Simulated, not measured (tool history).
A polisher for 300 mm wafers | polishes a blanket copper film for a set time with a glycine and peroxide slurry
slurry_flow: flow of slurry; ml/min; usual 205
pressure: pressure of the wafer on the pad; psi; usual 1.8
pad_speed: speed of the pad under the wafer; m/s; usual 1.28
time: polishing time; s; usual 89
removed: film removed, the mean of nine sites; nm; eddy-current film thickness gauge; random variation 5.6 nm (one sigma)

run	hour	slurry_flow	pressure	pad_speed	time	wafers since the last listed run	wafers polished on this pad	hours since the slurry nozzle was cleaned	hours since the head pressure was calibrated	incoming thickness of the incoming film, nm	removed
1	0	205	1.8	1.28	89	0	856	200.2	616.2	1454.1	413.7
2	10.6	205	1.8	1.28	89	73	930	210.8	626.8	1418.6	417.5
3	19.7	205	1.8	1.28	89	62	992	219.9	635.9	1446.6	407.1
4	26	205	1.8	1.28	89	43	1036	226.2	642.2	1428.3	406.3
# hour 36.1: worn pad replaced by a new one
5	41.4	205	1.8	1.28	89	78	36	241.6	657.6	1443.9	411.9
6	57.7	205	1.8	1.28	89	112	149	257.9	673.9	1420.2	428.2
7	64.9	205	1.8	1.28	89	49	199	265.1	681.1	1426.8	425.5
8	81.8	205	1.8	1.16	89	116	316	282	698	1444.3	396
9	96.5	205	1.8	0.96	89	101	417	296.7	712.7	1425.4	348.9
# hour 112.7: head pressure recalibrated
# hour 141.8: slurry nozzle cleaned
10	149.6	205	1.6	1.28	89	346	763	7.8	36.9	1440	383.5
# hour 172.2: worn pad replaced by a new one
11	179.5	185	1.8	1.28	89	179	50	37.7	66.8	1441.6	433.6
12	185.8	205	1.8	1.28	89	43	94	44	73.1	1437.9	435.1
13	201.1	250	1.3	1.56	79	105	199	59.3	88.4	1460.3	388
14	217.6	135	1.4	1.28	89	114	313	75.8	104.9	1403.2	349
15	233.9	235	1.8	1.28	89	112	426	92.1	121.2	1414	422.2
16	245.8	140	1.8	1.28	108	82	508	104	133.1	1402.3	484.7
17	252.7	205	1.8	1.28	89	47	556	110.9	140	1413.8	419.3
18	266.2	205	1.8	1.28	89	93	649	124.4	153.5	1429.1	424.5
19	274.2	240	2.3	1.28	89	55	705	132.4	161.5	1434.4	503.7
20	285.4	170	1.8	1.54	89	77	782	143.6	172.7	1454.6	462.6

Forecast each of these 3 alternatives for the next run:
A	285.8	205	1.8	1.28	69	2	785	144	173.1	1424.7	?
B	285.8	275	1.8	1.6	89	2	785	144	173.1	1424.7	?
C	285.8	205	1.6	1.62	89	2	785	144	173.1	1424.7	?

run	removed
A	319.5
B	509.3
C	465.8
Without the tool's hidden state the same runs would have given:
run	removed
A	331.1
B	527.9
C	482.8

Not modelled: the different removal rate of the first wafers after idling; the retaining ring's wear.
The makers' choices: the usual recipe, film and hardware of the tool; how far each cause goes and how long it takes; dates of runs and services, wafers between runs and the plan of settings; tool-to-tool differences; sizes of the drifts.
